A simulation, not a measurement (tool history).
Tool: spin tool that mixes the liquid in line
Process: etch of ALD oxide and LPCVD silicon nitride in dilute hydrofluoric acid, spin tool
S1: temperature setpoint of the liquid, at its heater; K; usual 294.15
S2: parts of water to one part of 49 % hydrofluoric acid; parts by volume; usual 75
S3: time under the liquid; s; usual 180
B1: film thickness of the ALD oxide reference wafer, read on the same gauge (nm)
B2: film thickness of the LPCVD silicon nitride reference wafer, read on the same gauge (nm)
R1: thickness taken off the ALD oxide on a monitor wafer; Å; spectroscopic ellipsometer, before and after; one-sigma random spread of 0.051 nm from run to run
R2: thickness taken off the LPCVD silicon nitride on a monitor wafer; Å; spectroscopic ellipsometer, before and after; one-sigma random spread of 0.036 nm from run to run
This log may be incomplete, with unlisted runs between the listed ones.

Run 1, hour 0: usual settings; B1 70.02; B2 60.033. Result: R1 236.8 Å, R2 10.41 Å.
Run 2, hour 15.2: usual settings; B1 70.05; B2 59.989. Result: R1 236.5 Å, R2 10.13 Å.
Run 3, hour 31.5: usual settings; B1 70; B2 59.979. Result: R1 238.6 Å, R2 10.39 Å.
Run 4, hour 47.1: usual settings; B1 70.02; B2 59.988. Result: R1 237.9 Å, R2 10.73 Å.
At hour 56.1: gauge calibrated.
Run 5, hour 61.6: usual settings; B1 70.02; B2 59.964. Result: R1 238.3 Å, R2 10.26 Å.
Run 6, hour 68.8: usual settings; B1 69.97; B2 59.995. Result: R1 238.6 Å, R2 9.45 Å.
Run 7, hour 78.2: usual settings but S2 85 parts by volume, S3 235 s; B1 70.05; B2 59.973. Result: R1 272 Å, R2 11.48 Å.
Run 8, hour 95.5: usual settings; B1 70.01; B2 59.991. Result: R1 238.7 Å, R2 9.95 Å.
Run 9, hour 105.1: usual settings but S2 55 parts by volume, S3 285 s; B1 69.96; B2 60.035. Result: R1 524.8 Å, R2 21.62 Å.
At hour 106.9: hydrofluoric acid flow meter replaced.
Run 10, hour 112.1: usual settings but S1 290.65 K, S2 110 parts by volume, S3 100 s; B1 70.05; B2 60.011. Result: R1 66.5 Å, R2 2.73 Å.
At hour 128.8: thermometer replaced.
Run 11, hour 140: usual settings but S1 290.65 K, S2 65 parts by volume; B1 70.04; B2 59.967. Result: R1 213.5 Å, R2 8.17 Å.
Run 12, hour 154: usual settings but S1 297.65 K, S2 55 parts by volume, S3 120 s; B1 69.99; B2 59.971. Result: R1 228.5 Å, R2 10.94 Å.
Run 13, hour 162.6: usual settings but S1 296.65 K, S2 110 parts by volume, S3 135 s; B1 70; B2 59.975. Result: R1 115.4 Å, R2 5.48 Å.
Run 14, hour 175.4: usual settings but S1 296.15 K, S2 40 parts by volume, S3 265 s; B1 69.97; B2 60. Result: R1 664.9 Å, R2 27.37 Å.

The tool's hidden state at each run:
liquid hotter than its thermometer reads (K): 0 in every run
gauge reads high (%): 0 in every run
H1: hydrofluoric acid flow above the setpoint (%)
run    H1
  1  12.9
  2    13
  3  13.1
  4  13.2
  5  13.3
  6  13.4
  7  13.4
  8  13.5
  9  13.6
 10  1.61
 11  1.78
 12  1.87
 13  1.93
 14  2.01

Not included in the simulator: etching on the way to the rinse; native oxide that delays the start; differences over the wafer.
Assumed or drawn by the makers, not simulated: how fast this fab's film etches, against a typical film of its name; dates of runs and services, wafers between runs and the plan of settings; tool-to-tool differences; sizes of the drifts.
